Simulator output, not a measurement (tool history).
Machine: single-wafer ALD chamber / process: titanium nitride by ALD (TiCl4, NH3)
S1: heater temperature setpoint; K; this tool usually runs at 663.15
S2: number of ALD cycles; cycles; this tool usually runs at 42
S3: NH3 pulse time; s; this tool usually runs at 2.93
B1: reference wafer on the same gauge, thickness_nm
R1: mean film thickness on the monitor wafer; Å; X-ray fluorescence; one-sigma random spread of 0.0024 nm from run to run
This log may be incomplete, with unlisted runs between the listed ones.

run    hour      S1  S2    S3     B1     R1
  1     0.0  663.15  42  2.93  1.128   9.63
  2    46.5  663.15  42  2.93  1.129   9.63
  3   128.5  663.15  42  2.93  1.131   9.64
  4   197.5  663.15  42  2.93  1.134   9.66
  5   287.9  663.15  42  2.93  1.135   9.68
  6   371.7  656.15  42  2.93  1.140   9.69
      437.4  -- thermocouple changed; heater temperature recalibrated
  7   460.4  656.15  42  2.93  1.145   9.75
  8   566.9  663.15  42  2.93  1.149   9.87
  9   658.2  663.15  42  2.93  1.155   9.88
      660.9  -- gauge calibrated
 10   752.8  649.15  46  1.94  1.127  10.20
      830.4  -- showerhead replaced
 11   830.9  663.15  42  2.93  1.128   9.58
 12   932.7  675.15  34  2.93  1.129   7.86
 13  1018.0  658.15  38  2.08  1.131   8.58
 14  1081.4  670.15  39  2.93  1.136   9.02
 15  1187.2  658.15  42  2.93  1.140   9.66

The next listed run, before its measurement:
 16  1245.2  663.15  42  2.93   ?   ?

{"run 16": {"B1": 1.141, "R1": 9.72}}
The same run, on a tool lacking any hidden state, would have yielded R1 9.61 Å.

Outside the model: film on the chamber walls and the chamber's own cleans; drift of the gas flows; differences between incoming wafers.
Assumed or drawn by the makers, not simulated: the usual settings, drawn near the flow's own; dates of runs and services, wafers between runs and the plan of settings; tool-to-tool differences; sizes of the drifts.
